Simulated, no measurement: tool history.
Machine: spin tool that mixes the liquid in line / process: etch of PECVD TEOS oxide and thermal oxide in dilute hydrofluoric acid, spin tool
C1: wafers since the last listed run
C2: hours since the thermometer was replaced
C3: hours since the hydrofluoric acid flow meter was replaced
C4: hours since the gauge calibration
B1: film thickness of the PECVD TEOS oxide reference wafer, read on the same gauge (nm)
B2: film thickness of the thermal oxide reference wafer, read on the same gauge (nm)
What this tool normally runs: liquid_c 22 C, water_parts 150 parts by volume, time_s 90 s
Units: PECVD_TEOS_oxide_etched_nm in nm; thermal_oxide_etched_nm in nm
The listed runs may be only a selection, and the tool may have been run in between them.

run 1 day=0 | liquid_c=22 water_parts=200 time_s=90 | C1=0 C2=269.4 C3=1310.9 C4=707.2 | B1=69.98 B2=139.997 | PECVD_TEOS_oxide_etched_nm=6.23 thermal_oxide_etched_nm=1.925
run 2 day=2.742 | liquid_c=22 water_parts=200 time_s=90 | C1=791 C2=335.2 C3=1376.7 C4=773 | B1=70 B2=139.999 | PECVD_TEOS_oxide_etched_nm=6.24 thermal_oxide_etched_nm=1.893
-- day=4.192 gauge calibrated
run 3 day=5.217 | liquid_c=22 water_parts=200 time_s=90 | C1=714 C2=394.6 C3=1436.1 C4=24.6 | B1=70.01 B2=140.011 | PECVD_TEOS_oxide_etched_nm=6.32 thermal_oxide_etched_nm=1.971
run 4 day=8.371 | liquid_c=22 water_parts=150 time_s=90 | C1=910 C2=470.3 C3=1511.8 C4=100.3 | B1=70.04 B2=140.011 | PECVD_TEOS_oxide_etched_nm=8.94 thermal_oxide_etched_nm=2.774
run 5 day=12.567 | liquid_c=22 water_parts=150 time_s=90 | C1=1211 C2=571 C3=1612.5 C4=201 | B1=70.01 B2=139.987 | PECVD_TEOS_oxide_etched_nm=9.02 thermal_oxide_etched_nm=2.814
-- day=12.967 thermometer replaced
run 6 day=15.45 | liquid_c=22 water_parts=180 time_s=90 | C1=820 C2=59.6 C3=1681.7 C4=270.2 | B1=70.01 B2=139.994 | PECVD_TEOS_oxide_etched_nm=6.97 thermal_oxide_etched_nm=2.12
run 7 day=19.329 | liquid_c=22 water_parts=180 time_s=90 | C1=1119 C2=152.7 C3=1774.8 C4=363.3 | B1=70 B2=139.999 | PECVD_TEOS_oxide_etched_nm=6.9 thermal_oxide_etched_nm=2.095
run 8 day=23.333 | liquid_c=19.5 water_parts=150 time_s=115 | C1=1155 C2=248.8 C3=1870.9 C4=459.4 | B1=70.01 B2=139.996 | PECVD_TEOS_oxide_etched_nm=10.09 thermal_oxide_etched_nm=3.098
run 9 day=25.696 | liquid_c=22 water_parts=150 time_s=110 | C1=681 C2=305.5 C3=1927.6 C4=516.1 | B1=70.05 B2=140.007 | PECVD_TEOS_oxide_etched_nm=10.72 thermal_oxide_etched_nm=3.333
-- day=32.138 hydrofluoric acid flow meter replaced
-- day=34.092 thermometer replaced
run 10 day=34.717 | liquid_c=19.5 water_parts=90 time_s=90 | C1=2579 C2=15 C3=61.9 C4=732.6 | B1=69.97 B2=140.047 | PECVD_TEOS_oxide_etched_nm=13.57 thermal_oxide_etched_nm=4.187
-- day=38.958 gauge calibrated
run 11 day=39.571 | liquid_c=18 water_parts=225 time_s=45 | C1=1401 C2=131.5 C3=178.4 C4=14.7 | B1=69.98 B2=140.012 | PECVD_TEOS_oxide_etched_nm=2.3 thermal_oxide_etched_nm=0.714
run 12 day=43.9 | liquid_c=22 water_parts=180 time_s=90 | C1=1249 C2=235.4 C3=282.3 C4=118.6 | B1=70.03 B2=139.995 | PECVD_TEOS_oxide_etched_nm=7.03 thermal_oxide_etched_nm=2.192
run 13 day=46.062 | liquid_c=22 water_parts=150 time_s=90 | C1=624 C2=287.3 C3=334.2 C4=170.5 | B1=70 B2=140.005 | PECVD_TEOS_oxide_etched_nm=8.86 thermal_oxide_etched_nm=2.744
run 14 day=49.596 | liquid_c=22 water_parts=150 time_s=90 | C1=1019 C2=372.1 C3=419 C4=255.3 | B1=70 B2=139.981 | PECVD_TEOS_oxide_etched_nm=8.82 thermal_oxide_etched_nm=2.738
run 15 day=53.125 | liquid_c=26 water_parts=150 time_s=90 | C1=1018 C2=456.8 C3=503.7 C4=340 | B1=70.01 B2=139.959 | PECVD_TEOS_oxide_etched_nm=10.49 thermal_oxide_etched_nm=3.201

Forecast each of these 3 alternatives for the next run:
run A day=53.142 | liquid_c=24.5 water_parts=150 time_s=90 | C1=4 C2=457.2 C3=504.1 C4=340.4 | B1=? B2=? | PECVD_TEOS_oxide_etched_nm=? thermal_oxide_etched_nm=?
run B day=53.142 | liquid_c=20.5 water_parts=120 time_s=70 | C1=4 C2=457.2 C3=504.1 C4=340.4 | B1=? B2=? | PECVD_TEOS_oxide_etched_nm=? thermal_oxide_etched_nm=?
run C day=53.142 | liquid_c=18 water_parts=110 time_s=35 | C1=4 C2=457.2 C3=504.1 C4=340.4 | B1=? B2=? | PECVD_TEOS_oxide_etched_nm=? thermal_oxide_etched_nm=?

run=A B1=69.99 B2=140.03 PECVD_TEOS_oxide_etched_nm=9.76 thermal_oxide_etched_nm=2.958
run=B B1=69.99 B2=140.03 PECVD_TEOS_oxide_etched_nm=8.41 thermal_oxide_etched_nm=2.55
run=C B1=69.99 B2=140.03 PECVD_TEOS_oxide_etched_nm=4.19 thermal_oxide_etched_nm=1.271
The same runs, with their run-to-run variation unchanged, on a tool lacking any hidden condition would have given:
run=A PECVD_TEOS_oxide_etched_nm=9.32 thermal_oxide_etched_nm=2.826
run=B PECVD_TEOS_oxide_etched_nm=8.01 thermal_oxide_etched_nm=2.429
run=C PECVD_TEOS_oxide_etched_nm=3.99 thermal_oxide_etched_nm=1.209

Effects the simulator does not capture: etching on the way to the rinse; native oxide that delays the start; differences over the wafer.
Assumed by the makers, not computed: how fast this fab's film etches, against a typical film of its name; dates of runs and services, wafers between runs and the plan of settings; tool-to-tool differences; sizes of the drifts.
